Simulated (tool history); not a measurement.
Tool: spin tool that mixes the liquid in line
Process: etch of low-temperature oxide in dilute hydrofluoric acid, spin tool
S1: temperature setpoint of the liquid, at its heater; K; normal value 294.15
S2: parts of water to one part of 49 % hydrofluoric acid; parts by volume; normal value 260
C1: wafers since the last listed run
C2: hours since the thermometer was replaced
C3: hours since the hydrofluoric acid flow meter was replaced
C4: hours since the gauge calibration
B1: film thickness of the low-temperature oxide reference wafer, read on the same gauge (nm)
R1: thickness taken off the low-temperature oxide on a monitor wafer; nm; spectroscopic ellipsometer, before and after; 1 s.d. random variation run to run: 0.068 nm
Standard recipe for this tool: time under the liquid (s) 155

run 1 hour=0.0 | S1=294.15 S2=260 time_under_the_liquid_(s)=185 | C1=0 C2=1472.7 C3=1386.3 C4=244.3 | B1=79.99 | R1=11.75
run 2 hour=17.3 | S1=294.15 S2=260 time_under_the_liquid_(s)=155 | C1=164 C2=1490.0 C3=1403.6 C4=261.6 | B1=79.97 | R1=9.97
run 3 hour=31.9 | S1=294.15 S2=260 time_under_the_liquid_(s)=155 | C1=139 C2=1504.6 C3=1418.2 C4=276.2 | B1=80.00 | R1=9.88
run 4 hour=41.9 | S1=294.15 S2=260 time_under_the_liquid_(s)=155 | C1=95 C2=1514.6 C3=1428.2 C4=286.2 | B1=80.02 | R1=9.90
run 5 hour=53.5 | S1=294.15 S2=260 time_under_the_liquid_(s)=155 | C1=110 C2=1526.2 C3=1439.8 C4=297.8 | B1=80.01 | R1=9.76
-- hour=62.2 thermometer replaced
run 6 hour=63.2 | S1=294.15 S2=260 time_under_the_liquid_(s)=155 | C1=82 C2=1.0 C3=1449.5 C4=307.5 | B1=80.00 | R1=9.48
run 7 hour=71.8 | S1=294.15 S2=260 time_under_the_liquid_(s)=155 | C1=81 C2=9.6 C3=1458.1 C4=316.1 | B1=80.00 | R1=9.39
run 8 hour=81.9 | S1=294.15 S2=260 time_under_the_liquid_(s)=155 | C1=96 C2=19.7 C3=1468.2 C4=326.2 | B1=80.00 | R1=9.38
run 9 hour=96.2 | S1=290.15 S2=260 time_under_the_liquid_(s)=230 | C1=136 C2=34.0 C3=1482.5 C4=340.5 | B1=80.01 | R1=12.08
run 10 hour=109.1 | S1=294.15 S2=260 time_under_the_liquid_(s)=155 | C1=122 C2=46.9 C3=1495.4 C4=353.4 | B1=79.99 | R1=9.43
run 11 hour=115.3 | S1=294.15 S2=180 time_under_the_liquid_(s)=210 | C1=59 C2=53.1 C3=1501.6 C4=359.6 | B1=80.02 | R1=19.68
run 12 hour=125.8 | S1=291.15 S2=140 time_under_the_liquid_(s)=180 | C1=100 C2=63.6 C3=1512.1 C4=370.1 | B1=80.00 | R1=19.96
run 13 hour=133.4 | S1=291.65 S2=260 time_under_the_liquid_(s)=155 | C1=72 C2=71.2 C3=1519.7 C4=377.7 | B1=80.03 | R1=8.59
run 14 hour=140.7 | S1=294.15 S2=260 time_under_the_liquid_(s)=155 | C1=69 C2=78.5 C3=1527.0 C4=385.0 | B1=79.99 | R1=9.36
run 15 hour=163.8 | S1=294.15 S2=260 time_under_the_liquid_(s)=155 | C1=220 C2=101.6 C3=1550.1 C4=408.1 | B1=80.03 | R1=9.43
-- hour=169.4 gauge calibrated
run 16 hour=174.5 | S1=294.15 S2=150 time_under_the_liquid_(s)=85 | C1=101 C2=112.3 C3=1560.8 C4=5.1 | B1=79.98 | R1=9.82
run 17 hour=181.7 | S1=294.15 S2=200 time_under_the_liquid_(s)=90 | C1=68 C2=119.5 C3=1568.0 C4=12.3 | B1=79.99 | R1=7.46
-- hour=186.1 thermometer replaced, repeated, since the last time left the tool worse
run 18 hour=190.4 | S1=294.15 S2=260 time_under_the_liquid_(s)=155 | C1=73 C2=4.3 C3=1576.7 C4=21.0 | B1=79.96 | R1=10.58
run 19 hour=203.6 | S1=294.15 S2=260 time_under_the_liquid_(s)=155 | C1=125 C2=17.5 C3=1589.9 C4=34.2 | B1=79.99 | R1=10.54
run 20 hour=212.8 | S1=290.65 S2=260 time_under_the_liquid_(s)=100 | C1=87 C2=26.7 C3=1599.1 C4=43.4 | B1=80.01 | R1=6.04
run 21 hour=229.5 | S1=294.15 S2=260 time_under_the_liquid_(s)=155 | C1=159 C2=43.4 C3=1615.8 C4=60.1 | B1=80.02 | R1=10.51
-- hour=231.6 hydrofluoric acid flow meter replaced
run 22 hour=237.2 | S1=294.15 S2=195 time_under_the_liquid_(s)=155 | C1=63 C2=51.1 C3=5.6 C4=67.8 | B1=80.02 | R1=15.12
run 23 hour=244.9 | S1=294.15 S2=260 time_under_the_liquid_(s)=155 | C1=73 C2=58.8 C3=13.3 C4=75.5 | B1=79.97 | R1=10.56
run 24 hour=255.2 | S1=291.15 S2=260 time_under_the_liquid_(s)=70 | C1=98 C2=69.1 C3=23.6 C4=85.8 | B1=80.02 | R1=4.24
run 25 hour=267.6 | S1=297.65 S2=260 time_under_the_liquid_(s)=80 | C1=118 C2=81.5 C3=36.0 C4=98.2 | B1=79.99 | R1=6.11
run 26 hour=283.6 | S1=294.15 S2=205 time_under_the_liquid_(s)=215 | C1=152 C2=97.5 C3=52.0 C4=114.2 | B1=79.97 | R1=19.49
run 27 hour=294.3 | S1=294.15 S2=260 time_under_the_liquid_(s)=155 | C1=101 C2=108.2 C3=62.7 C4=124.9 | B1=79.98 | R1=10.52
run 28 hour=306.7 | S1=294.15 S2=260 time_under_the_liquid_(s)=155 | C1=118 C2=120.6 C3=75.1 C4=137.3 | B1=80.01 | R1=10.63

Estimate the outcome of run 29 from the log above:
run 29 hour=320.3 | S1=297.65 S2=165 time_under_the_liquid_(s)=155 | C1=129 C2=134.2 C3=88.7 C4=150.9 | B1=? | R1=?

{"run 29": {"B1": 79.98, "R1": 20.95}}
Were there no unlogged condition in the tool, this run, its random variation unchanged, would have produced R1 21.11 nm.

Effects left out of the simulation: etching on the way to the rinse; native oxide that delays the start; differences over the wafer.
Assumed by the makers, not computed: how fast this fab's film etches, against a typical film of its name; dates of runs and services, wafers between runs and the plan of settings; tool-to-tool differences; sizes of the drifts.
